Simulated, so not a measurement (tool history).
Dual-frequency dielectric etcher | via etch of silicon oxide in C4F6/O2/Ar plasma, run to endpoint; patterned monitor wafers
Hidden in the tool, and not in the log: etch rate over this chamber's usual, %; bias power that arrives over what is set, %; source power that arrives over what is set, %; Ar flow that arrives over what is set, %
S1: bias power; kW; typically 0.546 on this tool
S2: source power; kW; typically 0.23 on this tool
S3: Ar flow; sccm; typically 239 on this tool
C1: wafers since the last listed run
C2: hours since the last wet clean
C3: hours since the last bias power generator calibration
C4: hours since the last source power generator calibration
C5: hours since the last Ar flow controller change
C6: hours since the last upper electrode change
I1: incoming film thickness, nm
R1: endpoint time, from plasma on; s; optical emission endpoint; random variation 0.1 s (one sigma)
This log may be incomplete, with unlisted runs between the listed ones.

{"run": 1, "day": 0.0, "S1": 0.546, "S2": 0.23, "S3": 239, "C1": 0, "C2": 379.8, "C3": 1932.8, "C4": 2715, "C5": 4124.5, "C6": 2087.4, "I1": 112.3, "R1": 27.8}
{"run": 2, "day": 0.508, "S1": 0.546, "S2": 0.23, "S3": 239, "C1": 185, "C2": 392, "C3": 1945, "C4": 2727.2, "C5": 4136.7, "C6": 2099.6, "I1": 112.3, "R1": 27.6}
{"run": 3, "day": 1.092, "S1": 0.546, "S2": 0.23, "S3": 239, "C1": 213, "C2": 406, "C3": 1959, "C4": 2741.2, "C5": 4150.7, "C6": 2113.6, "I1": 111.8, "R1": 27.7}
{"run": 4, "day": 1.583, "S1": 0.546, "S2": 0.23, "S3": 239, "C1": 179, "C2": 417.8, "C3": 1970.8, "C4": 2753, "C5": 4162.5, "C6": 2125.4, "I1": 111, "R1": 27.2}
{"run": 5, "day": 2.312, "S1": 0.546, "S2": 0.23, "S3": 239, "C1": 266, "C2": 435.3, "C3": 1988.3, "C4": 2770.5, "C5": 4180, "C6": 2142.9, "I1": 111.4, "R1": 27.5}
{"day": 2.8, "done": "Ar flow controller replaced"}
{"run": 6, "day": 2.842, "S1": 0.546, "S2": 0.23, "S3": 239, "C1": 102, "C2": 448, "C3": 2001, "C4": 2783.2, "C5": 1, "C6": 2155.6, "I1": 112, "R1": 27.6}
{"run": 7, "day": 4.571, "S1": 0.546, "S2": 0.23, "S3": 239, "C1": 632, "C2": 489.5, "C3": 2042.5, "C4": 2824.7, "C5": 42.5, "C6": 2197.1, "I1": 112.2, "R1": 27.8}
{"day": 5.092, "done": "bias power generator calibrated"}
{"run": 8, "day": 5.112, "S1": 0.546, "S2": 0.23, "S3": 202, "C1": 137, "C2": 502.5, "C3": 0.5, "C4": 2837.7, "C5": 55.5, "C6": 2210.1, "I1": 111.5, "R1": 27.1}
{"run": 9, "day": 5.617, "S1": 0.546, "S2": 0.26, "S3": 239, "C1": 184, "C2": 514.6, "C3": 12.6, "C4": 2849.8, "C5": 67.6, "C6": 2222.2, "I1": 112.8, "R1": 27}
{"run": 10, "day": 6.042, "S1": 0.624, "S2": 0.25, "S3": 282, "C1": 155, "C2": 524.8, "C3": 22.8, "C4": 2860, "C5": 77.8, "C6": 2232.4, "I1": 112, "R1": 26.6}
{"run": 11, "day": 6.658, "S1": 0.604, "S2": 0.26, "S3": 257, "C1": 225, "C2": 539.6, "C3": 37.6, "C4": 2874.8, "C5": 92.6, "C6": 2247.2, "I1": 111.8, "R1": 26.4}
{"day": 7.592, "done": "source power generator calibrated"}
{"day": 7.733, "done": "upper electrode replaced, of another model than before"}
{"run": 12, "day": 7.754, "S1": 0.486, "S2": 0.23, "S3": 239, "C1": 288, "C2": 565.9, "C3": 63.9, "C4": 3.9, "C5": 118.9, "C6": 0.5, "I1": 110.7, "R1": 28.8}
{"day": 8.917, "done": "wet clean of the chamber"}
{"run": 13, "day": 8.938, "S1": 0.474, "S2": 0.2, "S3": 239, "C1": 67, "C2": 0.5, "C3": 92.3, "C4": 32.3, "C5": 147.3, "C6": 28.9, "I1": 113.5, "R1": 29.9}
{"run": 14, "day": 8.95, "S1": 0.588, "S2": 0.17, "S3": 180, "C1": 4, "C2": 0.8, "C3": 92.6, "C4": 32.6, "C5": 147.6, "C6": 29.2, "I1": 113, "R1": 27.8}
{"run": 15, "day": 9.096, "S1": 0.546, "S2": 0.23, "S3": 239, "C1": 53, "C2": 4.3, "C3": 96.1, "C4": 36.1, "C5": 151.1, "C6": 32.7, "I1": 111.5, "R1": 27.1}
{"run": 16, "day": 9.617, "S1": 0.546, "S2": 0.21, "S3": 239, "C1": 190, "C2": 16.8, "C3": 108.6, "C4": 48.6, "C5": 163.6, "C6": 45.2, "I1": 112.2, "R1": 27.8}
{"run": 17, "day": 10.125, "S1": 0.546, "S2": 0.23, "S3": 214, "C1": 185, "C2": 29, "C3": 120.8, "C4": 60.8, "C5": 175.8, "C6": 57.4, "I1": 112.5, "R1": 27.2}
{"run": 18, "day": 10.675, "S1": 0.546, "S2": 0.23, "S3": 239, "C1": 201, "C2": 42.2, "C3": 134, "C4": 74, "C5": 189, "C6": 70.6, "I1": 112.9, "R1": 27.6}
{"run": 19, "day": 11.388, "S1": 0.47, "S2": 0.28, "S3": 182, "C1": 260, "C2": 59.3, "C3": 151.1, "C4": 91.1, "C5": 206.1, "C6": 87.7, "I1": 111.5, "R1": 26.6}

What will run 20 give?
{"run": 20, "day": 11.904, "S1": 0.546, "S2": 0.21, "S3": 184, "C1": 188, "C2": 71.7, "C3": 163.5, "C4": 103.5, "C5": 218.5, "C6": 100.1, "I1": 112.1, "R1": "?"}

{"run 20": {"R1": 27.3}}
Were there no unlogged condition in the tool, this run, its random variation unchanged, would have produced R1 26.9 s.

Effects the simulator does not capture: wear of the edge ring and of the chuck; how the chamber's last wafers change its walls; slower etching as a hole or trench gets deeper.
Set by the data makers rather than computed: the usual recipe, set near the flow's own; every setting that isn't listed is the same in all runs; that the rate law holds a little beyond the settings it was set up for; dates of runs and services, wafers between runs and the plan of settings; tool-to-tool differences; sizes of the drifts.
